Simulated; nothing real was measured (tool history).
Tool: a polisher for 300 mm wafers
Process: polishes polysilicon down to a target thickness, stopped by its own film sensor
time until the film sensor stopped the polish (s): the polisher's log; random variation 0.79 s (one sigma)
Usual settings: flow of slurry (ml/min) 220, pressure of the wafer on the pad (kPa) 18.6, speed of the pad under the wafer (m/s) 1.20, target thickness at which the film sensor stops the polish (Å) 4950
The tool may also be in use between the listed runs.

run    hour  flow of slurry (ml/min)  pressure of the wafer on the pad (kPa)  speed of the pad under the wafer (m/s)  target thickness at which the film sensor stops the polish (Å)  incoming thickness of the incoming film, nm  time until the film sensor stopped the polish (s)
  1     0.0                      220                                    20.0                                    1.20                                                            4950                                       1033.4                                               46.9
  2    71.5                      220                                    20.0                                    1.20                                                            4950                                       1026.4                                               46.8
  3   129.7                      220                                    18.6                                    1.20                                                            4950                                       1043.0                                               52.6
  4   193.0                      220                                    18.6                                    1.20                                                            4950                                       1021.4                                               49.1
  5   244.6                      220                                    18.6                                    1.20                                                            4950                                       1035.3                                               50.7
  6   302.1                      220                                    18.6                                    1.20                                                            4950                                       1033.6                                               50.9
  7   345.9                      220                                    18.6                                    1.20                                                            4950                                       1030.3                                               49.7
  8   416.0                      205                                    18.6                                    1.10                                                            4950                                       1029.7                                               56.6
  9   453.2                      205                                    18.6                                    1.10                                                            4950                                       1023.0                                               55.6
 10   487.4                      205                                    18.6                                    1.10                                                            4950                                       1048.4                                               59.2
 11   556.2                      220                                    16.5                                    1.00                                                            4950                                       1037.7                                               67.6
 12   700.8                      245                                    18.6                                    1.48                                                            4950                                       1033.9                                               40.5
 13   767.9                      220                                    18.6                                    1.20                                                            4950                                       1033.3                                               52.4
 14   827.3                      220                                    18.6                                    1.20                                                            4950                                       1016.8                                               48.9
 15   892.4                      220                                    18.6                                    1.20                                                            4950                                       1037.6                                               51.8
 16   949.4                      220                                    18.6                                    1.20                                                            4950                                       1038.8                                               51.4
 17   980.3                      220                                    18.6                                    1.20                                                            6350                                       1030.7                                               37.6
 18  1018.4                      220                                    18.6                                    1.20                                                            4950                                       1026.4                                               49.7
 19  1047.4                      220                                    14.5                                    1.20                                                            4950                                       1046.2                                               67.1
 20  1074.5                      165                                    18.6                                    1.56                                                            4950                                       1018.1                                               38.9
 21  1244.5                      165                                    13.1                                    0.92                                                            4950                                       1020.1                                               95.6
 22  1273.5                      190                                    14.5                                    1.20                                                            3810                                       1021.8                                               80.0
 23  1318.0                      170                                    14.5                                    0.96                                                            6760                                       1031.9                                               55.2
 24  1369.6                      220                                    18.6                                    1.20                                                            4950                                       1033.3                                               52.6
 25  1426.6                      170                                    13.8                                    1.20                                                            6440                                       1025.0                                               49.3
 26  1481.5                      220                                    12.4                                    1.48                                                            4950                                       1038.5                                               63.1
 27  1506.0                      220                                    17.2                                    1.06                                                            5760                                       1038.1                                               54.3
 28  1530.6                      220                                    18.6                                    1.20                                                            4950                                       1048.7                                               52.5
 29  1631.0                      220                                    16.5                                    1.20                                                            3930                                       1017.9                                               66.9
 30  1683.1                      280                                    18.6                                    0.90                                                            4950                                       1027.2                                               66.2
 31  1729.9                      220                                    18.6                                    1.20                                                            4950                                       1036.9                                               50.7
 32  1766.8                      220                                    18.6                                    1.20                                                            4950                                       1036.4                                               50.8
 33  1816.2                      240                                    18.6                                    1.20                                                            5700                                       1031.0                                               43.9
 34  1984.9                      175                                    18.6                                    1.06                                                            5780                                       1037.4                                               49.6
 35  2040.5                      220                                    18.6                                    1.20                                                            4950                                       1034.7                                               50.5
 36  2097.8                      185                                    18.6                                    1.20                                                            3250                                       1024.6                                               66.2
 37  2140.5                      240                                    18.6                                    1.20                                                            5780                                       1032.2                                               42.9

Taken out of this log: 9 entries between the listed runs. Where each belongs, and how the hidden state differs across it:
Between runs 1 and 2: worn pad replaced by a new one (hour 17.8); head pressure recalibrated (hour 67.1)
  no hidden state differs between the two runs
Between runs 7 and 8: slurry nozzle cleaned (hour 369.5)
  no hidden state differs between the two runs
Between runs 8 and 9: worn pad replaced by a new one (hour 430.2)
  no hidden state differs between the two runs
Between runs 15 and 16: worn pad replaced by a new one (hour 912.0)
  no hidden state differs between the two runs
Between runs 23 and 24: slurry nozzle cleaned (hour 1339.1); worn pad replaced by a new one (hour 1363.7)
  no hidden state differs between the two runs
Between runs 28 and 29: head pressure recalibrated (hour 1619.2)
  no hidden state differs between the two runs
Between runs 33 and 34: worn pad replaced by a new one (hour 1891.1)
  no hidden state differs between the two runs
